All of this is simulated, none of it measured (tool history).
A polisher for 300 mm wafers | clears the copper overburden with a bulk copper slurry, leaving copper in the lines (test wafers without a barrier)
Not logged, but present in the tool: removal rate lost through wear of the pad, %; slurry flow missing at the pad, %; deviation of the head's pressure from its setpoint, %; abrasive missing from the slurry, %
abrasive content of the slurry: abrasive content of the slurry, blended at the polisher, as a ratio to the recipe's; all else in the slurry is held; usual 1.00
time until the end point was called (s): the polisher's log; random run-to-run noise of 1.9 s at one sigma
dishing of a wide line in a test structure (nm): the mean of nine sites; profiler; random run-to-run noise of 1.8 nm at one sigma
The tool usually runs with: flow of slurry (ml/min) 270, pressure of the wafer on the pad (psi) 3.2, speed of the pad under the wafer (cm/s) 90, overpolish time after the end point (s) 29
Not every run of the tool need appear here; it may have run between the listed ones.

run,hour,flow of slurry (ml/min),pressure of the wafer on the pad (psi),speed of the pad under the wafer (cm/s),abrasive content of the slurry,overpolish time after the end point (s),wafers since the last listed run,wafers polished on this pad,hours since the slurry nozzle was cleaned,hours since the head pressure was calibrated,hours since the slurry blender was calibrated,"incoming thickness of the incoming film, nm",time until the end point was called (s),dishing of a wide line in a test structure (nm)
1,0.0,270,3.2,90,1.00,29,0,718,66.1,894.6,81.1,1141.2,129.4,90.4
2,33.4,270,3.2,90,1.00,29,142,860,99.5,928.0,114.5,1137.4,132.7,86.9
3,66.4,335,3.2,90,1.00,29,140,1001,132.5,961.0,147.5,1126.6,127.6,89.8
4,81.1,270,3.2,90,1.00,29,62,1064,147.2,975.7,162.2,1146.7,134.9,87.7
5,107.6,270,3.2,90,1.00,29,113,1177,173.7,1002.2,188.7,1132.3,129.4,89.2
# hour 124.5: slurry blender recalibrated
6,137.9,270,3.2,90,1.00,29,120,1298,204.0,1032.5,13.4,1145.6,130.4,87.2
# hour 158.4: worn pad replaced by a new one
7,158.9,270,3.2,90,1.00,29,72,2,225.0,1053.5,34.4,1145.1,135.6,84.3
8,174.1,270,3.2,90,1.00,29,64,67,240.2,1068.7,49.6,1147.5,138.0,89.3
9,190.8,270,3.2,90,1.00,29,71,138,256.9,1085.4,66.3,1136.5,142.1,84.7
# hour 200.4: slurry nozzle cleaned
10,223.9,270,3.2,90,1.00,29,137,275,23.5,1118.5,99.4,1160.4,145.8,87.2
11,248.9,360,3.2,90,0.75,29,106,382,48.5,1143.5,124.4,1134.6,145.5,87.0
# hour 281.1: worn pad replaced by a new one, repeated, since the last time left the tool worse
12,281.6,270,3.2,90,1.00,29,122,1,81.2,1176.2,157.1,1121.7,119.9,90.7
13,303.1,270,2.7,90,1.00,13,91,93,102.7,1197.7,178.6,1141.8,141.0,58.5
14,335.2,270,3.2,90,1.30,29,137,230,134.8,1229.8,210.7,1139.9,116.6,90.7
# hour 342.1: slurry blender recalibrated
15,358.3,270,3.2,90,0.80,29,90,320,157.9,1252.9,16.2,1144.1,139.0,85.8
16,390.7,270,2.8,116,0.90,29,138,459,190.3,1285.3,48.6,1145.9,115.0,89.3
17,410.3,220,3.5,90,0.85,13,83,542,209.9,1304.9,68.2,1165.4,130.4,64.8
# hour 428.7: head pressure recalibrated
18,443.8,270,2.4,64,1.00,29,134,677,243.4,15.1,101.7,1149.2,223.0,71.1
# hour 449.1: slurry nozzle cleaned
19,477.4,365,3.2,116,1.00,36,139,816,28.3,48.7,135.3,1142.0,95.6,96.7
20,490.1,270,3.2,90,1.00,29,54,870,41.0,61.4,148.0,1142.6,129.5,84.7
21,506.1,330,3.2,66,1.00,29,68,939,57.0,77.4,164.0,1134.9,170.4,82.9
# hour 516.4: slurry blender recalibrated
22,525.2,270,3.2,90,1.00,29,73,1012,76.1,96.5,8.8,1147.9,130.8,83.6
23,623.3,310,3.2,90,1.00,29,418,1431,174.2,194.6,106.9,1137.8,127.9,85.8
24,643.2,270,3.2,90,1.10,29,84,1515,194.1,214.5,126.8,1113.8,123.6,87.1
# hour 653.9: worn pad replaced by a new one
25,656.3,270,3.2,90,1.00,36,38,10,207.2,227.6,139.9,1131.7,122.1,91.2
26,690.7,270,3.2,102,1.25,39,146,157,241.6,262.0,174.3,1137.2,104.3,97.5
# hour 693.5: slurry nozzle cleaned
27,703.9,270,3.2,90,1.00,29,52,209,10.4,275.2,187.5,1147.9,125.3,89.2

Here are 5 independent what-if runs from the current tool condition. What would each one return?
A,704.4,270,3.2,90,1.00,29,2,211,10.9,275.7,188.0,1128.1,?,?
B,704.4,270,2.9,90,1.00,29,2,211,10.9,275.7,188.0,1128.1,?,?
C,704.4,270,3.7,90,1.00,35,2,211,10.9,275.7,188.0,1128.1,?,?
D,704.4,270,3.2,90,1.30,18,2,211,10.9,275.7,188.0,1128.1,?,?
E,704.4,270,3.2,82,1.00,29,2,211,10.9,275.7,188.0,1128.1,?,?

run,time until the end point was called (s),dishing of a wide line in a test structure (nm)
A,125.4,89.5
B,135.2,86.7
C,111.9,96.9
D,117.4,77.8
E,136.9,87.4
Without the tool's hidden state the same runs would have given:
run,time until the end point was called (s),dishing of a wide line in a test structure (nm)
A,122.4,90.1
B,131.9,87.3
C,109.2,97.3
D,114.5,78.6
E,133.5,88.0

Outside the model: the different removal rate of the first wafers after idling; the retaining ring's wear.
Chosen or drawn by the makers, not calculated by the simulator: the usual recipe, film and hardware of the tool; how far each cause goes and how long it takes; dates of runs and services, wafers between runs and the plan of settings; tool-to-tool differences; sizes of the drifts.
